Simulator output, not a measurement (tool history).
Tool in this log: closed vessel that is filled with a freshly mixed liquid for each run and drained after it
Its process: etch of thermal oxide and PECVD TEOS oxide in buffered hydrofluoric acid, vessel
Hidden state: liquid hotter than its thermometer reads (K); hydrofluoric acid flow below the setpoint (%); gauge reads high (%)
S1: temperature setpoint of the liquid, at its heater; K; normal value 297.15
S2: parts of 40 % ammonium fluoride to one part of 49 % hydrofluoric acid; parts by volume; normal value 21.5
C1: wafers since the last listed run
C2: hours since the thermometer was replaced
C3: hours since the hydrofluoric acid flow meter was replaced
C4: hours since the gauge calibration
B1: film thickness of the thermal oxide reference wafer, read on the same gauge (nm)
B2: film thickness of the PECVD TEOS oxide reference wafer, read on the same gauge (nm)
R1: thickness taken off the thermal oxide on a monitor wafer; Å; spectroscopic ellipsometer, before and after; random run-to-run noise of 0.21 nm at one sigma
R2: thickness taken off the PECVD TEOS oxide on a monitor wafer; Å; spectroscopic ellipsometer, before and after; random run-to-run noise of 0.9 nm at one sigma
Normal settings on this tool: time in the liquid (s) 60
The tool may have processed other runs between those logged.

Run 1, day 0: usual settings but S1 298.15 K; C1 0; C2 1047; C3 115.6; C4 302.4; B1 40.02; B2 60.05. Result: R1 437.9 Å, R2 988.4 Å.
Run 2, day 0.479: usual settings but S1 300.15 K; C1 924; C2 1058.5; C3 127.1; C4 313.9; B1 39.96; B2 59.98. Result: R1 482.5 Å, R2 1084.9 Å.
Run 3, day 1.112: usual settings but S2 17 parts by volume, time in the liquid (s) 50; C1 1222; C2 1073.7; C3 142.3; C4 329.1; B1 40.01; B2 60.03. Result: R1 418.7 Å, R2 946.5 Å.
Run 4, day 1.842: usual settings but S2 26 parts by volume; C1 1407; C2 1091.2; C3 159.8; C4 346.6; B1 40.01; B2 60.06. Result: R1 361 Å, R2 803.4 Å.
At day 2.433: thermometer replaced.
Run 5, day 2.496: usual settings but S2 17.5 parts by volume; C1 1182; C2 1.5; C3 175.5; C4 362.3; B1 40.02; B2 60. Result: R1 469.6 Å, R2 1028.4 Å.
Run 6, day 2.792: usual settings but S2 19 parts by volume; C1 570; C2 8.6; C3 182.6; C4 369.4; B1 39.99; B2 60.04. Result: R1 430.2 Å, R2 994.3 Å.
Run 7, day 3.454: usual settings but S2 25 parts by volume; C1 1278; C2 24.5; C3 198.5; C4 385.3; B1 39.99; B2 60.06. Result: R1 354.4 Å, R2 802.8 Å.
Run 8, day 3.942: usual settings but S1 294.15 K, S2 30 parts by volume, time in the liquid (s) 95; C1 940; C2 36.2; C3 210.2; C4 397; B1 39.99; B2 59.98. Result: R1 415.1 Å, R2 943.4 Å.
Run 9, day 4.6: usual settings; C1 1270; C2 52; C3 226; C4 412.8; B1 40.02; B2 60. Result: R1 392 Å, R2 886.1 Å.
Run 10, day 5.075: usual settings but S2 13.5 parts by volume, time in the liquid (s) 40; C1 916; C2 63.4; C3 237.4; C4 424.2; B1 40.02; B2 59.99. Result: R1 399.2 Å, R2 900.5 Å.
Run 11, day 5.775: usual settings but S1 298.65 K, S2 15 parts by volume, time in the liquid (s) 80; C1 1350; C2 80.2; C3 254.2; C4 441; B1 40; B2 60.03. Result: R1 782 Å, R2 1772.3 Å.
At day 6.021: gauge calibrated.
Run 12, day 6.083: usual settings but S1 301.65 K, S2 17.5 parts by volume, time in the liquid (s) 80; C1 595; C2 87.6; C3 261.6; C4 1.5; B1 39.99; B2 59.96. Result: R1 788.4 Å, R2 1790.2 Å.
Run 13, day 6.338: usual settings; C1 490; C2 93.7; C3 267.7; C4 7.6; B1 39.99; B2 59.99. Result: R1 396.5 Å, R2 896.2 Å.
Run 14, day 6.996: usual settings but time in the liquid (s) 30; C1 1270; C2 109.5; C3 283.5; C4 23.4; B1 40.02; B2 60.01. Result: R1 198.9 Å, R2 441.7 Å.
Run 15, day 7.5: usual settings; C1 972; C2 121.6; C3 295.6; C4 35.5; B1 39.99; B2 60. Result: R1 393 Å, R2 873.8 Å.
Run 16, day 7.912: usual settings; C1 796; C2 131.5; C3 305.5; C4 45.4; B1 40; B2 60.01. Result: R1 391.6 Å, R2 885.5 Å.
Run 17, day 8.654: usual settings but S2 27.5 parts by volume; C1 1431; C2 149.3; C3 323.3; C4 63.2; B1 39.99; B2 60.01. Result: R1 331.9 Å, R2 752.5 Å.
Run 18, day 9.142: usual settings but S1 292.65 K, S2 15.5 parts by volume; C1 940; C2 161; C3 335; C4 74.9; B1 39.97; B2 59.98. Result: R1 411 Å, R2 912.6 Å.
Run 19, day 9.892: usual settings but S1 293.15 K; C1 1447; C2 179; C3 353; C4 92.9; B1 40; B2 60.03. Result: R1 312.9 Å, R2 697.6 Å.
Run 20, day 10.475: usual settings; C1 1125; C2 193; C3 367; C4 106.9; B1 40; B2 59.98. Result: R1 395 Å, R2 873.6 Å.
Run 21, day 11.021: usual settings but S1 301.65 K, S2 13.5 parts by volume, time in the liquid (s) 35; C1 1053; C2 206.1; C3 380.1; C4 120; B1 40.03; B2 60.01. Result: R1 442.8 Å, R2 998.8 Å.
Run 22, day 11.738: usual settings but S1 295.65 K, S2 25 parts by volume, time in the liquid (s) 75; C1 1383; C2 223.3; C3 397.3; C4 137.2; B1 39.99; B2 60.04. Result: R1 407.4 Å, R2 930.1 Å.
Run 23, day 12.267: usual settings but S2 25.5 parts by volume; C1 1021; C2 236; C3 410; C4 149.9; B1 40.03; B2 59.99. Result: R1 348.8 Å, R2 790.2 Å.
Run 24, day 12.708: usual settings but S1 300.15 K, time in the liquid (s) 45; C1 852; C2 246.6; C3 420.6; C4 160.5; B1 39.99; B2 59.99. Result: R1 348.2 Å, R2 777.2 Å.
Run 25, day 13.025: usual settings but S1 299.15 K; C1 611; C2 254.2; C3 428.2; C4 168.1; B1 40.01; B2 60.03. Result: R1 440.7 Å, R2 965.6 Å.
Run 26, day 13.704: usual settings but S1 299.15 K, S2 29 parts by volume, time in the liquid (s) 30; C1 1310; C2 270.5; C3 444.5; C4 184.4; B1 39.99; B2 60.01. Result: R1 175.7 Å, R2 392.3 Å.

Below are 4 alternative next runs, each starting from the tool's condition after run 26. Predict each:
Run A, day 13.733: usual settings but S2 17 parts by volume; C1 56; C2 271.2; C3 445.2; C4 185.1; B1 ?; B2 ?. Result: R1 ?, R2 ?.
Run B, day 13.733: usual settings but S1 295.15 K; C1 56; C2 271.2; C3 445.2; C4 185.1; B1 ?; B2 ?. Result: R1 ?, R2 ?.
Run C, day 13.733: usual settings but S2 24 parts by volume, time in the liquid (s) 85; C1 56; C2 271.2; C3 445.2; C4 185.1; B1 ?; B2 ?. Result: R1 ?, R2 ?.
Run D, day 13.733: usual settings but S1 300.65 K, S2 18.5 parts by volume, time in the liquid (s) 35; C1 56; C2 271.2; C3 445.2; C4 185.1; B1 ?; B2 ?. Result: R1 ?, R2 ?.

run     B1     B2     R1      R2
  A  40.02  59.99  476.6  1080.7
  B  40.02  59.99  352.2   798.7
  C  40.02  59.99  516.4  1171.1
  D  40.02  59.99    309   700.8
Without the tool's unlogged condition, the same runs would have read:
run     R1      R2
  A  499.9  1133.6
  B  362.9     823
  C  532.2  1206.9
  D  324.2   735.2

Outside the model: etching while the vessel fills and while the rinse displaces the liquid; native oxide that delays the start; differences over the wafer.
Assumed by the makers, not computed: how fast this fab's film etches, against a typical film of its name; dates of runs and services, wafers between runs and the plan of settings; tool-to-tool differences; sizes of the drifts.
